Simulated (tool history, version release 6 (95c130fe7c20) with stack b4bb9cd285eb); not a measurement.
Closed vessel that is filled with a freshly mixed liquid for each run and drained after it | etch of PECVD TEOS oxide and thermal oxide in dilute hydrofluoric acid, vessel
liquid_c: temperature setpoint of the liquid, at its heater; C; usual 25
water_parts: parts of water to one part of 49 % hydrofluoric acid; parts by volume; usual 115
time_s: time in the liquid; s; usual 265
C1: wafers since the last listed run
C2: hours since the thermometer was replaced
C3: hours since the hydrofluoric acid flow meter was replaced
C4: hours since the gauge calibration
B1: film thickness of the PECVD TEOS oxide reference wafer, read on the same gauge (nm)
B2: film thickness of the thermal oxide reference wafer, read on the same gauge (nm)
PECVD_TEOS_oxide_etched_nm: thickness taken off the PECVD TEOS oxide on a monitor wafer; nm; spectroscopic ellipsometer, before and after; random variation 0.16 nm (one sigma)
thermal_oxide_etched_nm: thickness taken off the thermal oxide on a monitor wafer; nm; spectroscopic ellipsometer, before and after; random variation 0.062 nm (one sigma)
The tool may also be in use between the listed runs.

Run 1, hour 0: usual settings; C1 0; C2 592.8; C3 1733.1; C4 278.4; B1 150.01; B2 70.01. Result: PECVD_TEOS_oxide_etched_nm 26.55 nm, thermal_oxide_etched_nm 11.63 nm.
Run 2, hour 18.1: usual settings but water_parts 90 parts by volume; C1 1110; C2 610.9; C3 1751.2; C4 296.5; B1 150; B2 70. Result: PECVD_TEOS_oxide_etched_nm 35.13 nm, thermal_oxide_etched_nm 15.16 nm.
Run 3, hour 44.8: usual settings but water_parts 90 parts by volume; C1 1637; C2 637.6; C3 1777.9; C4 323.2; B1 150.03; B2 70.01. Result: PECVD_TEOS_oxide_etched_nm 34.68 nm, thermal_oxide_etched_nm 15.31 nm.
Run 4, hour 65.5: usual settings but water_parts 75 parts by volume, time_s 160 s; C1 1269; C2 658.3; C3 1798.6; C4 343.9; B1 150.01; B2 69.99. Result: PECVD_TEOS_oxide_etched_nm 25.8 nm, thermal_oxide_etched_nm 11.14 nm.
Run 5, hour 91.9: usual settings; C1 1619; C2 684.7; C3 1825; C4 370.3; B1 150.01; B2 69.99. Result: PECVD_TEOS_oxide_etched_nm 26.53 nm, thermal_oxide_etched_nm 11.43 nm.
At hour 103.2: hydrofluoric acid flow meter replaced.
Run 6, hour 107.8: usual settings but liquid_c 29 C, water_parts 85 parts by volume, time_s 365 s; C1 914; C2 700.6; C3 4.6; C4 386.2; B1 149.98; B2 70.01. Result: PECVD_TEOS_oxide_etched_nm 54.65 nm, thermal_oxide_etched_nm 23.56 nm.
Run 7, hour 121.5: usual settings but liquid_c 30 C; C1 840; C2 714.3; C3 18.3; C4 399.9; B1 150.02; B2 70.01. Result: PECVD_TEOS_oxide_etched_nm 29.35 nm, thermal_oxide_etched_nm 12.78 nm.
Run 8, hour 153.1: usual settings but water_parts 150 parts by volume; C1 1938; C2 745.9; C3 49.9; C4 431.5; B1 150.03; B2 70.03. Result: PECVD_TEOS_oxide_etched_nm 17.99 nm, thermal_oxide_etched_nm 7.76 nm.
Run 9, hour 185.6: usual settings but liquid_c 29.5 C, water_parts 145 parts by volume; C1 1993; C2 778.4; C3 82.4; C4 464; B1 149.99; B2 70. Result: PECVD_TEOS_oxide_etched_nm 22.16 nm, thermal_oxide_etched_nm 9.55 nm.
At hour 204.2: thermometer replaced.
Run 10, hour 211.6: usual settings but liquid_c 21.5 C, water_parts 90 parts by volume, time_s 220 s; C1 1533; C2 7.4; C3 108.4; C4 490; B1 150.01; B2 70.02. Result: PECVD_TEOS_oxide_etched_nm 24.28 nm, thermal_oxide_etched_nm 10.36 nm.
Run 11, hour 228.3: usual settings but liquid_c 22 C, water_parts 85 parts by volume, time_s 370 s; C1 1024; C2 24.1; C3 125.1; C4 506.7; B1 149.98; B2 69.96. Result: PECVD_TEOS_oxide_etched_nm 43.29 nm, thermal_oxide_etched_nm 19.12 nm.
Run 12, hour 248.8: usual settings; C1 1257; C2 44.6; C3 145.6; C4 527.2; B1 150; B2 69.97. Result: PECVD_TEOS_oxide_etched_nm 25.5 nm, thermal_oxide_etched_nm 10.98 nm.
At hour 274.2: gauge calibrated.
Run 13, hour 283: usual settings but liquid_c 20 C, water_parts 70 parts by volume, time_s 110 s; C1 2098; C2 78.8; C3 179.8; C4 8.8; B1 149.98; B2 69.97. Result: PECVD_TEOS_oxide_etched_nm 14.85 nm, thermal_oxide_etched_nm 6.43 nm.
Run 14, hour 311.9: usual settings; C1 1772; C2 107.7; C3 208.7; C4 37.7; B1 150.04; B2 70.02. Result: PECVD_TEOS_oxide_etched_nm 25.37 nm, thermal_oxide_etched_nm 10.94 nm.
Run 15, hour 346: usual settings but liquid_c 23.5 C, water_parts 160 parts by volume, time_s 125 s; C1 2091; C2 141.8; C3 242.8; C4 71.8; B1 150.04; B2 70.01. Result: PECVD_TEOS_oxide_etched_nm 7.68 nm, thermal_oxide_etched_nm 3.32 nm.
Run 16, hour 372.4: usual settings but water_parts 80 parts by volume; C1 1619; C2 168.2; C3 269.2; C4 98.2; B1 150.02; B2 69.99. Result: PECVD_TEOS_oxide_etched_nm 38.24 nm, thermal_oxide_etched_nm 16.28 nm.
Run 17, hour 395.1: usual settings but water_parts 60 parts by volume; C1 1392; C2 190.9; C3 291.9; C4 120.9; B1 149.94; B2 69.98. Result: PECVD_TEOS_oxide_etched_nm 51.65 nm, thermal_oxide_etched_nm 22.58 nm.
Run 18, hour 422.8: usual settings but liquid_c 26.5 C, water_parts 95 parts by volume; C1 1699; C2 218.6; C3 319.6; C4 148.6; B1 149.97; B2 70. Result: PECVD_TEOS_oxide_etched_nm 33.09 nm, thermal_oxide_etched_nm 14.46 nm.
Run 19, hour 437.6: usual settings; C1 907; C2 233.4; C3 334.4; C4 163.4; B1 150.02; B2 70. Result: PECVD_TEOS_oxide_etched_nm 25.36 nm, thermal_oxide_etched_nm 11.01 nm.
Run 20, hour 462.3: usual settings but liquid_c 26.5 C, time_s 310 s; C1 1515; C2 258.1; C3 359.1; C4 188.1; B1 149.99; B2 69.99. Result: PECVD_TEOS_oxide_etched_nm 31.69 nm, thermal_oxide_etched_nm 13.42 nm.
Run 21, hour 484.9: usual settings but liquid_c 20.5 C, water_parts 150 parts by volume, time_s 130 s; C1 1386; C2 280.7; C3 381.7; C4 210.7; B1 149.98; B2 70. Result: PECVD_TEOS_oxide_etched_nm 7.69 nm, thermal_oxide_etched_nm 3.32 nm.
Run 22, hour 509: usual settings; C1 1478; C2 304.8; C3 405.8; C4 234.8; B1 150.01; B2 70.04. Result: PECVD_TEOS_oxide_etched_nm 25.17 nm, thermal_oxide_etched_nm 11.03 nm.
Run 23, hour 526.2: usual settings but liquid_c 22.5 C, water_parts 95 parts by volume, time_s 320 s; C1 1055; C2 322; C3 423; C4 252; B1 150.06; B2 69.98. Result: PECVD_TEOS_oxide_etched_nm 34.28 nm, thermal_oxide_etched_nm 14.77 nm.
Run 24, hour 555.7: usual settings; C1 1809; C2 351.5; C3 452.5; C4 281.5; B1 150; B2 69.99. Result: PECVD_TEOS_oxide_etched_nm 25.14 nm, thermal_oxide_etched_nm 11.01 nm.
Run 25, hour 584.1: usual settings but liquid_c 20.5 C; C1 1742; C2 379.9; C3 480.9; C4 309.9; B1 149.98; B2 70. Result: PECVD_TEOS_oxide_etched_nm 21.08 nm, thermal_oxide_etched_nm 9.1 nm.
Run 26, hour 599.7: usual settings but time_s 195 s; C1 957; C2 395.5; C3 496.5; C4 325.5; B1 150; B2 69.99. Result: PECVD_TEOS_oxide_etched_nm 18.6 nm, thermal_oxide_etched_nm 8.14 nm.
Run 27, hour 630.9: usual settings but liquid_c 21.5 C, time_s 195 s; C1 1914; C2 426.7; C3 527.7; C4 356.7; B1 150.02; B2 70.02. Result: PECVD_TEOS_oxide_etched_nm 16.15 nm, thermal_oxide_etched_nm 6.99 nm.

What the log doesn't show, run by run:
gauge reads high (%): 0 in every run
H1: liquid colder than its thermometer reads (K)
H2: hydrofluoric acid flow above the setpoint (%)
run     H1    H2
  1   1.02  9.65
  2   1.05  9.75
  3    1.1   9.9
  4   1.13    10
  5   1.18  10.2
  6   1.21  2.12
  7   1.23  2.19
  8   1.28  2.36
  9   1.34  2.54
 10  0.271  2.68
 11  0.299  2.77
 12  0.334  2.88
 13  0.393  3.07
 14  0.442  3.22
 15    0.5  3.41
 16  0.545  3.55
 17  0.583  3.67
 18   0.63  3.82
 19  0.655   3.9
 20  0.697  4.04
 21  0.736  4.16
 22  0.777  4.29
 23  0.806  4.38
 24  0.856  4.54
 25  0.905   4.7
 26  0.931  4.78
 27  0.984  4.95

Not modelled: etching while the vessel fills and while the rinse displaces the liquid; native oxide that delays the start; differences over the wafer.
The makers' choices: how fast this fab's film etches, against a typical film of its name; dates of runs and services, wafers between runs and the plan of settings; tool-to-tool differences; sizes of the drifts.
